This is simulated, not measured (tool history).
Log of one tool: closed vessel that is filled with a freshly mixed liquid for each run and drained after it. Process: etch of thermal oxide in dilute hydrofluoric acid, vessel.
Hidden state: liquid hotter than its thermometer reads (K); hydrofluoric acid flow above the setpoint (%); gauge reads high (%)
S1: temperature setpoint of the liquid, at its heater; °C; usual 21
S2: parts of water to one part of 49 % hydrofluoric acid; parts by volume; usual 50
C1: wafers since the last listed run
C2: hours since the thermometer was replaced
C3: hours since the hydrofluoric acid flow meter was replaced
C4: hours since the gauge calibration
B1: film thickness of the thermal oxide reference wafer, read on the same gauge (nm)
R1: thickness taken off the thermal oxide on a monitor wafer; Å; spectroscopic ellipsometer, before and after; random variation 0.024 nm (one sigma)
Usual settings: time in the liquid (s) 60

run 1 hour=0 | S1=21 S2=50 time_in_the_liquid_(s)=50 | C1=0 C2=1876.6 C3=1057.5 C4=159.6 | B1=120 | R1=49
run 2 hour=30.7 | S1=21 S2=50 time_in_the_liquid_(s)=50 | C1=1912 C2=1907.3 C3=1088.2 C4=190.3 | B1=120.01 | R1=49.1
run 3 hour=62.8 | S1=21 S2=50 time_in_the_liquid_(s)=60 | C1=1999 C2=1939.4 C3=1120.3 C4=222.4 | B1=120 | R1=59.5
run 4 hour=79.7 | S1=21 S2=50 time_in_the_liquid_(s)=60 | C1=1052 C2=1956.3 C3=1137.2 C4=239.3 | B1=120 | R1=59
run 5 hour=114.6 | S1=21 S2=50 time_in_the_liquid_(s)=60 | C1=2174 C2=1991.2 C3=1172.1 C4=274.2 | B1=120.02 | R1=59.1
run 6 hour=136.9 | S1=21 S2=50 time_in_the_liquid_(s)=60 | C1=1389 C2=2013.5 C3=1194.4 C4=296.5 | B1=120.02 | R1=59.6
run 7 hour=156.2 | S1=21 S2=50 time_in_the_liquid_(s)=60 | C1=1202 C2=2032.8 C3=1213.7 C4=315.8 | B1=120 | R1=59.4
-- hour=187 hydrofluoric acid flow meter replaced
run 8 hour=190.3 | S1=21 S2=50 time_in_the_liquid_(s)=60 | C1=2062 C2=2066.9 C3=3.3 C4=349.9 | B1=120.01 | R1=61.5
run 9 hour=224.6 | S1=17.5 S2=50 time_in_the_liquid_(s)=50 | C1=2136 C2=2101.2 C3=37.6 C4=384.2 | B1=120 | R1=44.2
run 10 hour=245.4 | S1=17.5 S2=50 time_in_the_liquid_(s)=50 | C1=1295 C2=2122 C3=58.4 C4=405 | B1=120.01 | R1=44.3
-- hour=255.7 gauge calibrated
-- hour=256.3 thermometer replaced
run 11 hour=269.1 | S1=17.5 S2=50 time_in_the_liquid_(s)=50 | C1=1414 C2=12.8 C3=82.1 C4=13.4 | B1=120 | R1=44.3
-- hour=289.6 hydrofluoric acid flow meter replaced, repeated, since the last time left the tool worse
run 12 hour=301.1 | S1=21 S2=50 time_in_the_liquid_(s)=60 | C1=1931 C2=44.8 C3=11.5 C4=45.4 | B1=120.01 | R1=56
run 13 hour=315.5 | S1=24.5 S2=60 time_in_the_liquid_(s)=30 | C1=897 C2=59.2 C3=25.9 C4=59.8 | B1=120 | R1=26.8
run 14 hour=334.6 | S1=21 S2=50 time_in_the_liquid_(s)=60 | C1=1189 C2=78.3 C3=45 C4=78.9 | B1=120.01 | R1=56.6
run 15 hour=347.4 | S1=19.5 S2=65 time_in_the_liquid_(s)=80 | C1=797 C2=91.1 C3=57.8 C4=91.7 | B1=119.99 | R1=53.3
run 16 hour=372.7 | S1=24 S2=60 time_in_the_liquid_(s)=90 | C1=1576 C2=116.4 C3=83.1 C4=117 | B1=119.99 | R1=79.1
run 17 hour=388.4 | S1=17 S2=65 time_in_the_liquid_(s)=60 | C1=978 C2=132.1 C3=98.8 C4=132.7 | B1=120 | R1=36
run 18 hour=408.1 | S1=21 S2=35 time_in_the_liquid_(s)=45 | C1=1227 C2=151.8 C3=118.5 C4=152.4 | B1=120.02 | R1=61.5
run 19 hour=428.3 | S1=19 S2=50 time_in_the_liquid_(s)=60 | C1=1258 C2=172 C3=138.7 C4=172.6 | B1=120.03 | R1=52.2
run 20 hour=454.8 | S1=21 S2=50 time_in_the_liquid_(s)=60 | C1=1650 C2=198.5 C3=165.2 C4=199.1 | B1=120 | R1=56.9
run 21 hour=490.1 | S1=25 S2=45 time_in_the_liquid_(s)=60 | C1=2199 C2=233.8 C3=200.5 C4=234.4 | B1=119.99 | R1=75.5
run 22 hour=519.9 | S1=23.5 S2=60 time_in_the_liquid_(s)=85 | C1=1856 C2=263.6 C3=230.3 C4=264.2 | B1=119.98 | R1=74.1
run 23 hour=543.4 | S1=19.5 S2=50 time_in_the_liquid_(s)=60 | C1=1464 C2=287.1 C3=253.8 C4=287.7 | B1=120 | R1=53.4

5 ways to go on from here, each from the tool as it stands after run 23. What would each give?
run A hour=544.1 | S1=21 S2=60 time_in_the_liquid_(s)=60 | C1=43 C2=287.8 C3=254.5 C4=288.4 | B1=? | R1=?
run B hour=544.1 | S1=21 S2=70 time_in_the_liquid_(s)=30 | C1=43 C2=287.8 C3=254.5 C4=288.4 | B1=? | R1=?
run C hour=544.1 | S1=21 S2=50 time_in_the_liquid_(s)=85 | C1=43 C2=287.8 C3=254.5 C4=288.4 | B1=? | R1=?
run D hour=544.1 | S1=25 S2=30 time_in_the_liquid_(s)=60 | C1=43 C2=287.8 C3=254.5 C4=288.4 | B1=? | R1=?
run E hour=544.1 | S1=17 S2=50 time_in_the_liquid_(s)=60 | C1=43 C2=287.8 C3=254.5 C4=288.4 | B1=? | R1=?

run=A B1=120.02 R1=47.2
run=B B1=120.02 R1=20
run=C B1=120.02 R1=81.3
run=D B1=120.02 R1=115.9
run=E B1=120.02 R1=48.3
Without the tool's hidden state the same runs would have given:
run=A R1=46.5
run=B R1=19.7
run=C R1=79.9
run=D R1=114.1
run=E R1=47.6
